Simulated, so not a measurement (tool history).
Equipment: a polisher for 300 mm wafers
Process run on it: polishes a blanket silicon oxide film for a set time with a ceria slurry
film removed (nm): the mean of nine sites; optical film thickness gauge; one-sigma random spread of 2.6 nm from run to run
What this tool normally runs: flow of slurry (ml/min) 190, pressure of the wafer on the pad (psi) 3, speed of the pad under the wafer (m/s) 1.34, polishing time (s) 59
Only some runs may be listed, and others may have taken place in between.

run	hour	flow of slurry (ml/min)	pressure of the wafer on the pad (psi)	speed of the pad under the wafer (m/s)	polishing time (s)	incoming thickness of the incoming film, nm	film removed (nm)
1	0	190	3	1.34	59	1012.7	281.4
2	12.2	190	3	1.34	46	1029	224.6
3	36.9	190	3	1.34	46	1030.6	214.8
# hour 51.7: worn pad replaced by a new one
4	68.7	190	3	1.16	59	1010	239.9
5	91.1	190	3	1.56	59	1007.9	325.5
6	112.7	190	3	1.56	59	1021.6	328
7	126.2	240	3	1.34	48	1003.8	235.5
8	155.6	225	3	1.34	59	1017.3	280.9
9	185.1	225	3	1.34	59	1009.8	283.4
# hour 196.2: slurry nozzle cleaned
10	215.8	225	3	1.34	59	1011	285.8
# hour 230.1: worn pad replaced by a new one
11	234.6	145	3	1.34	59	1034.5	264.8
12	252.3	145	3	1.34	59	1022.2	261.5
13	274.9	190	3.7	1.34	59	1017.1	322.6
14	288	155	3	1.34	68	1032.8	308.2
15	316.3	155	3	1.34	68	1008.9	303.7
16	347.4	190	3	1.34	59	1020.7	274.1
17	378.9	190	3	0.94	73	1005.9	236.5
# hour 410.3: worn pad replaced by a new one
18	410.8	160	3	1.34	54	1023.8	237.4
19	429.6	190	3	1.34	59	1020.5	266.9
# hour 440.9: head pressure recalibrated
20	459.3	190	3	1.34	67	1017.5	367.9
21	484.2	190	3	1.34	46	1013.3	253.3
22	518.8	130	3.3	0.94	77	1013.6	304
23	536.7	190	3	1.34	59	1008.7	325.1

Run 24 has not been measured yet. What should we expect?
24	568.4	225	3	1.52	44	1014.3	?

film removed (nm): 283.1
Minus the tool's unlogged condition, the same run would have read film removed (nm) 252.6.

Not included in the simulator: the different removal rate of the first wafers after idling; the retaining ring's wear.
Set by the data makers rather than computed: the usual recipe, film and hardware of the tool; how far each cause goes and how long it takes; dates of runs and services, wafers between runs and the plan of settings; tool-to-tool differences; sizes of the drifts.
